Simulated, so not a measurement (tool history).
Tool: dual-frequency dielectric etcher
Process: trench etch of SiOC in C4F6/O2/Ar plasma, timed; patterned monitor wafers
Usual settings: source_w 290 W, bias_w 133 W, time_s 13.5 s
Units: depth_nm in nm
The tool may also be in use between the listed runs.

run	hour	source_w	bias_w	time_s	read-back reference wafer on the same gauge, depth_nm	depth_nm
1	0.0	290	133	13.5	21.72	22.91
2	29.5	290	157	15.5	21.68	28.59
3	82.6	290	157	15.5	21.70	28.17
4	150.6	290	133	13.5	21.72	23.00
5	177.6	340	133	13.5	21.69	24.51
6	342.4	260	161	15.0	21.71	26.76
7	389.6	290	133	13.5	21.71	23.17
# hour 439.7: wet clean of the chamber
8	445.1	290	106	11.0	21.71	17.22
9	505.2	260	161	15.0	21.69	26.73
10	531.7	290	133	17.0	21.67	29.29
# hour 568.7: upper electrode replaced, of another model than before
11	569.2	290	133	13.5	21.68	23.21
# hour 638.3: bias power generator calibrated
# hour 682.4: source power generator calibrated
12	709.9	230	133	16.5	21.69	26.39
13	743.4	290	133	13.5	21.72	22.98
14	796.1	350	133	17.0	21.70	30.13
15	839.8	350	103	11.0	21.71	18.24
# hour 877.3: gauge calibrated
# hour 906.4: wet clean of the chamber
16	906.9	290	133	13.5	21.69	22.80
17	949.4	290	133	13.5	21.71	22.63
18	996.6	260	163	13.5	21.67	23.46
19	1030.7	320	156	16.0	21.70	28.81
20	1062.2	230	124	13.5	21.71	21.14
21	1100.0	270	114	16.0	21.72	25.50
22	1147.3	290	142	17.5	21.70	30.24
23	1181.8	320	133	15.5	21.71	26.83
24	1213.7	290	133	13.5	21.69	22.85
25	1331.5	290	133	11.5	21.71	19.32
26	1369.8	260	116	12.0	21.68	18.90
# hour 1428.4: wet clean of the chamber
27	1428.9	310	166	13.5	21.69	24.66
28	1436.2	250	165	17.0	21.70	29.68

Forecast each of these 5 alternatives for the next run:
A	1436.6	290	133	13.5	?	?
B	1436.6	310	133	10.0	?	?
C	1436.6	290	111	13.5	?	?
D	1436.6	260	163	12.0	?	?
E	1436.6	290	120	10.0	?	?

run	read-back reference wafer on the same gauge, depth_nm	depth_nm
A	21.71	22.88
B	21.71	17.21
C	21.71	21.84
D	21.71	20.98
E	21.71	16.50
Without the tool's hidden state the same runs would have given:
run	depth_nm
A	22.88
B	17.22
C	21.84
D	20.98
E	16.50
